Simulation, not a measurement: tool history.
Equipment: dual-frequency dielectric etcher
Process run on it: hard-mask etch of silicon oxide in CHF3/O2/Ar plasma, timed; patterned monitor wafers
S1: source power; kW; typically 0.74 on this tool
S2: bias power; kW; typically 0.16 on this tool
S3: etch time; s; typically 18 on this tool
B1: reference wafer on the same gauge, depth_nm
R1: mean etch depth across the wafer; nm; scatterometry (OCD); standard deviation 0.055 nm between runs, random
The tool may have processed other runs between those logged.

run	day	S1	S2	S3	B1	R1
1	0	0.74	0.16	18	40.3	38.08
2	0.712	0.74	0.16	18	40.3	38.07
3	1.117	0.74	0.16	18	40.28	38.06
4	1.721	0.74	0.16	18	40.31	38.14
# day 3.162: upper electrode replaced
5	3.183	0.74	0.16	18	40.31	38.15
6	3.196	0.84	0.18	18	40.31	41.43
7	3.233	0.84	0.18	18	40.31	41.67
# day 3.596: gauge calibrated
# day 4.592: wet clean of the chamber
8	4.612	0.67	0.16	18	40.3	35.26
9	4.625	0.74	0.16	18	40.28	36.83
10	4.779	0.74	0.16	18	40.3	36.81
11	5.175	0.74	0.134	19.5	40.29	38.22
# day 5.492: bias power generator calibrated
12	5.612	0.74	0.16	13	40.29	26.64
13	6.242	0.74	0.126	18	40.31	34.98
14	6.729	0.88	0.16	20.5	40.29	45.38
# day 7.033: source power generator calibrated
15	7.242	0.74	0.16	18	40.3	37.07
16	7.608	0.92	0.175	22.5	40.31	51.88
17	7.867	0.85	0.174	15.5	40.3	34.49
18	8.233	0.83	0.16	23.5	40.29	50.66
19	8.512	0.74	0.16	18	40.29	37.01
20	9.121	0.82	0.16	16.5	40.3	35.51

Below are 5 alternative next runs, each starting from the tool's condition after run 20. Predict each:
A	9.138	0.74	0.16	18	?	?
B	9.138	0.65	0.19	21.5	?	?
C	9.138	0.74	0.194	18	?	?
D	9.138	0.87	0.144	23.5	?	?
E	9.138	0.62	0.199	22	?	?

run	B1	R1
A	40.3	36.94
B	40.3	43.63
C	40.3	38.81
D	40.3	50.36
E	40.3	44.3
With no hidden state in the tool, these same runs would have given:
run	R1
A	36.73
B	43.38
C	38.6
D	50.08
E	44.05

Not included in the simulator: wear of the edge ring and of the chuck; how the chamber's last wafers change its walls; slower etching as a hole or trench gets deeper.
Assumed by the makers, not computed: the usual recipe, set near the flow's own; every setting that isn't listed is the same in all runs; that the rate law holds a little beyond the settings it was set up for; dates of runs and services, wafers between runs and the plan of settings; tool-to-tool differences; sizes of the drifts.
